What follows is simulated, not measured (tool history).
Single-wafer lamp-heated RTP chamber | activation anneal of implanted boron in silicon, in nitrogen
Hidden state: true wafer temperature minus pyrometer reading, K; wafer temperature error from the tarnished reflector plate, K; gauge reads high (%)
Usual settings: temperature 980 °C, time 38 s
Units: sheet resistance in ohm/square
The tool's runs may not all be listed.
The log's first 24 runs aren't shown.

run,hour,temperature,time,wafers since the last listed run,wafers since the last pyrometer calibration,wafers since the reflector plate was cleaned,hours since the gauge calibration,"read-back reference wafer on the same gauge, sheet resistance",sheet resistance
# hour 372.5: gauge calibrated
25,373.8,957,58,210,2201,517,1.3,237.91,219.48
26,413.2,999,18,719,2921,1237,40.7,238.08,199.07
27,423.7,958,26,191,3112,1428,51.2,237.92,229.44
28,439.9,1001,44,295,3408,1724,67.4,237.86,195.92
29,456.4,980,38,301,3710,2026,83.9,237.91,201.76
30,468.8,957,48,226,3936,2252,96.3,238.08,220.66
31,481.6,980,38,233,4170,2486,109.1,238.21,202.79
32,499,972,31,317,4488,2804,126.5,237.93,209.84
33,516.9,980,38,326,4815,3131,144.4,237.83,200.95
34,526.9,980,38,182,4997,3313,154.4,238.11,201.41
35,534.3,980,38,135,5133,3449,161.8,238.13,202.26
36,552.3,1002,54,328,5461,3777,179.8,238.13,193.43
# hour 568.6: reflector plate cleaned
37,569.1,999,18,160,5622,9,196.6,238.17,195.16

Forecast each of these 4 alternatives for the next run:
A,569.5,980,58,7,5629,17,197,?,?
B,569.5,965,38,7,5629,17,197,?,?
C,569.5,991,29,7,5629,17,197,?,?
D,569.5,957,20,7,5629,17,197,?,?

run,"read-back reference wafer on the same gauge, sheet resistance",sheet resistance
A,238.11,198.73
B,238.11,210.65
C,238.11,197.03
D,238.11,228.84
Without the tool's hidden state the same runs would have given:
run,sheet resistance
A,201.4
B,216.33
C,199.28
D,238.91
